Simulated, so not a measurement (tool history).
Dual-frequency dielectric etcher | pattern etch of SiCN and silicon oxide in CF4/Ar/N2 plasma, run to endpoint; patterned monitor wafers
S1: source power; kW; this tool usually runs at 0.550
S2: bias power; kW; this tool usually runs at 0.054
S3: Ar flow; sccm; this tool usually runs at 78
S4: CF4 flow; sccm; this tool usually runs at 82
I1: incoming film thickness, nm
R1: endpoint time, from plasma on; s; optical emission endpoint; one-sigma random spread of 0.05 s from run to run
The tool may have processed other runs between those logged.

{"run": 1, "hour": 0.0, "S1": 0.55, "S2": 0.054, "S3": 78, "S4": 82, "I1": 11.6, "R1": 11.0}
{"run": 2, "hour": 35.8, "S1": 0.55, "S2": 0.054, "S3": 78, "S4": 82, "I1": 11.58, "R1": 11.0}
{"hour": 71.7, "done": "wet clean of the chamber"}
{"run": 3, "hour": 72.2, "S1": 0.55, "S2": 0.054, "S3": 78, "S4": 69, "I1": 11.33, "R1": 10.7}
{"run": 4, "hour": 89.5, "S1": 0.55, "S2": 0.054, "S3": 78, "S4": 82, "I1": 11.54, "R1": 10.7}
{"run": 5, "hour": 114.0, "S1": 0.55, "S2": 0.054, "S3": 78, "S4": 82, "I1": 11.5, "R1": 10.7}
{"run": 6, "hour": 141.9, "S1": 0.55, "S2": 0.054, "S3": 78, "S4": 82, "I1": 11.47, "R1": 10.7}
{"run": 7, "hour": 164.3, "S1": 0.55, "S2": 0.054, "S3": 78, "S4": 82, "I1": 11.56, "R1": 10.8}
{"run": 8, "hour": 176.8, "S1": 0.55, "S2": 0.054, "S3": 78, "S4": 82, "I1": 11.5, "R1": 10.8}
{"run": 9, "hour": 205.4, "S1": 0.55, "S2": 0.054, "S3": 78, "S4": 82, "I1": 11.63, "R1": 10.8}
{"run": 10, "hour": 230.2, "S1": 0.55, "S2": 0.054, "S3": 78, "S4": 82, "I1": 11.45, "R1": 10.7}
{"run": 11, "hour": 262.3, "S1": 0.55, "S2": 0.054, "S3": 78, "S4": 82, "I1": 11.48, "R1": 10.9}
{"run": 12, "hour": 278.3, "S1": 0.55, "S2": 0.054, "S3": 78, "S4": 93, "I1": 11.39, "R1": 10.6}
{"run": 13, "hour": 338.4, "S1": 0.55, "S2": 0.054, "S3": 78, "S4": 82, "I1": 11.56, "R1": 10.9}
{"run": 14, "hour": 364.7, "S1": 0.55, "S2": 0.054, "S3": 78, "S4": 82, "I1": 11.61, "R1": 10.9}
{"hour": 372.3, "done": "Ar flow controller replaced"}
{"run": 15, "hour": 392.5, "S1": 0.49, "S2": 0.058, "S3": 78, "S4": 90, "I1": 11.54, "R1": 11.8}
{"hour": 424.8, "done": "bias power generator calibrated"}
{"hour": 430.9, "done": "wet clean of the chamber"}
{"hour": 435.3, "done": "upper electrode replaced"}
{"run": 16, "hour": 435.8, "S1": 0.55, "S2": 0.06, "S3": 73, "S4": 96, "I1": 11.51, "R1": 10.7}
{"run": 17, "hour": 442.5, "S1": 0.66, "S2": 0.065, "S3": 84, "S4": 82, "I1": 11.52, "R1": 9.1}
{"hour": 453.1, "done": "CF4 flow controller replaced"}
{"hour": 455.6, "done": "source power generator calibrated"}
{"run": 18, "hour": 477.4, "S1": 0.43, "S2": 0.054, "S3": 69, "S4": 82, "I1": 11.61, "R1": 14.5}
{"hour": 516.2, "done": "wet clean of the chamber, repeated, since the last time left the tool worse"}
{"run": 19, "hour": 516.7, "S1": 0.55, "S2": 0.054, "S3": 78, "S4": 82, "I1": 11.65, "R1": 10.8}
{"run": 20, "hour": 553.5, "S1": 0.55, "S2": 0.054, "S3": 87, "S4": 88, "I1": 11.43, "R1": 10.8}
{"run": 21, "hour": 571.5, "S1": 0.55, "S2": 0.054, "S3": 78, "S4": 82, "I1": 11.42, "R1": 10.7}
{"run": 22, "hour": 597.5, "S1": 0.42, "S2": 0.054, "S3": 84, "S4": 71, "I1": 11.67, "R1": 14.9}
{"run": 23, "hour": 648.6, "S1": 0.55, "S2": 0.054, "S3": 72, "S4": 90, "I1": 11.62, "R1": 10.5}

4 ways to go on from here, each from the tool as it stands after run 23. What would each give?
{"run": "A", "hour": 649.0, "S1": 0.55, "S2": 0.054, "S3": 69, "S4": 82, "I1": 11.45, "R1": "?"}
{"run": "B", "hour": 649.0, "S1": 0.44, "S2": 0.054, "S3": 78, "S4": 82, "I1": 11.45, "R1": "?"}
{"run": "C", "hour": 649.0, "S1": 0.55, "S2": 0.041, "S3": 78, "S4": 69, "I1": 11.45, "R1": "?"}
{"run": "D", "hour": 649.0, "S1": 0.55, "S2": 0.059, "S3": 97, "S4": 75, "I1": 11.45, "R1": "?"}

run=A R1=10.4
run=B R1=13.4
run=C R1=11.9
run=D R1=10.9
What these runs would have given with no unlogged condition in the tool:
run=A R1=10.3
run=B R1=13.2
run=C R1=11.7
run=D R1=10.8
